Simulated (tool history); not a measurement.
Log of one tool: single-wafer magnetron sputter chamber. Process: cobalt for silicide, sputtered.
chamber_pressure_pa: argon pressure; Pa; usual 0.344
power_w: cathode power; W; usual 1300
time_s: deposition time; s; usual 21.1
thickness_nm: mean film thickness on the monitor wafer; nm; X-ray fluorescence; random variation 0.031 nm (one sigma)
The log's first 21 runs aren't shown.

run,hour,chamber_pressure_pa,power_w,time_s,"read-back reference wafer on the same gauge, thickness_nm",thickness_nm
22,1535.0,0.225,1000,21.1,15.102,10.469
23,1638.9,0.344,1100,21.1,15.098,10.938
# hour 1684.7: capacitance manometer re-zeroed and calibrated
24,1719.0,0.293,1200,23.4,15.079,13.461
# hour 1817.2: sputter target and shields replaced
25,1817.7,0.344,1300,21.1,15.092,12.816
26,1851.6,0.344,1050,18.1,15.109,8.877
27,1998.9,0.344,1300,17.5,15.104,10.651
28,2073.1,0.344,1300,21.1,15.117,12.855
29,2177.3,0.212,1300,23.3,15.096,15.005
30,2230.5,0.344,1300,21.1,15.105,12.879
# hour 2250.7: sputter target and shields replaced
31,2336.0,0.344,1300,21.1,15.094,12.829
32,2420.4,0.344,1050,17.4,15.084,8.542

Forecast each of these 3 alternatives for the next run:
A,2420.8,0.344,1300,21.1,?,?
B,2420.8,0.344,1300,24.3,?,?
C,2420.8,0.443,1550,19.5,?,?

run,"read-back reference wafer on the same gauge, thickness_nm",thickness_nm
A,15.112,12.817
B,15.112,14.761
C,15.112,13.552
Without the tool's hidden state the same runs would have given:
run,thickness_nm
A,12.830
B,14.775
C,13.570

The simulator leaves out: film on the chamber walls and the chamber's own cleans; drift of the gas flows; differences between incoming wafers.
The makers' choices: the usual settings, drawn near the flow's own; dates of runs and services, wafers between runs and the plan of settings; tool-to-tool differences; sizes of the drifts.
